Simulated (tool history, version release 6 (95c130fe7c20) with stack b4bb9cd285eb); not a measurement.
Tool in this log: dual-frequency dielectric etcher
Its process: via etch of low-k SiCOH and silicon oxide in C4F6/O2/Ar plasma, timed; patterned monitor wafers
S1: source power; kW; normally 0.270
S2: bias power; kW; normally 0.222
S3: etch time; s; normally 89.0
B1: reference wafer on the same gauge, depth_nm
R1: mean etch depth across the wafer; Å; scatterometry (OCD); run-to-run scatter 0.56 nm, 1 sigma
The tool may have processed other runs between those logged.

run    hour     S1     S2     S3     B1    R1
  1     0.0  0.270  0.222   89.0  245.0  2322
       15.9  -- bias power generator calibrated
  2    79.4  0.270  0.222   89.0  244.9  2346
  3   163.7  0.270  0.222   89.0  245.1  2362
      243.6  -- wet clean of the chamber
  4   244.1  0.270  0.222   89.0  244.9  2354
  5   268.8  0.270  0.222   89.0  245.0  2352
  6   355.3  0.270  0.222   89.0  245.1  2342
  7   403.3  0.340  0.170   78.5  245.1  2127
  8   482.4  0.270  0.222   89.0  245.0  2351
  9   561.4  0.240  0.189   89.0  244.9  2050
      569.6  -- gauge calibrated
 10   603.1  0.200  0.193   64.0  245.0  1307
      610.3  -- bias power generator calibrated, repeated, since the last time left the tool worse
 11   641.9  0.210  0.222  100.0  245.0  2200
      658.4  -- source power generator calibrated
 12   758.3  0.270  0.222   89.0  245.0  2295
      940.2  -- wet clean of the chamber
 13   967.2  0.270  0.222   89.0  245.0  2306
 14  1053.8  0.230  0.186   72.0  245.1  1568
 15  1138.1  0.270  0.270   89.0  245.1  2502
 16  1229.8  0.330  0.196  103.0  244.9  2861
 17  1274.4  0.270  0.169   89.0  244.9  2074
 18  1358.2  0.270  0.178  101.0  245.1  2407
     1431.3  -- upper electrode replaced
 19  1436.9  0.300  0.222   89.0  244.9  2459
 20  1479.4  0.270  0.222   89.0  244.9  2304
 21  1544.2  0.270  0.222   89.0  244.9  2308
     1623.0  -- wet clean of the chamber
 22  1634.5  0.310  0.242  102.0  245.0  2976
 23  1713.6  0.270  0.222  113.5  245.1  2945
 24  1786.8  0.310  0.195   73.5  245.0  1972
 25  1886.0  0.300  0.196  107.5  245.0  2845
 26  1940.3  0.210  0.192   79.5  244.9  1652
 27  2043.1  0.270  0.272   89.0  245.0  2526
 28  2142.2  0.270  0.222   89.0  245.0  2325
 29  2248.4  0.270  0.222  105.5  245.1  2756

Each row is a separate what-if for the run after 29, all from the same tool condition, not one after another. Results?
  A  2248.8  0.270  0.257  89.0   ?   ?
  B  2248.8  0.240  0.203  89.0   ?   ?
  C  2248.8  0.230  0.222  89.0   ?   ?
  D  2248.8  0.270  0.189  89.0   ?   ?

run     B1    R1
  A  245.1  2456
  B  245.1  2076
  C  245.1  2091
  D  245.1  2175
Stripped of hidden state, with their random variation kept, the same runs would have yielded:
run    R1
  A  2435
  B  2059
  C  2073
  D  2158
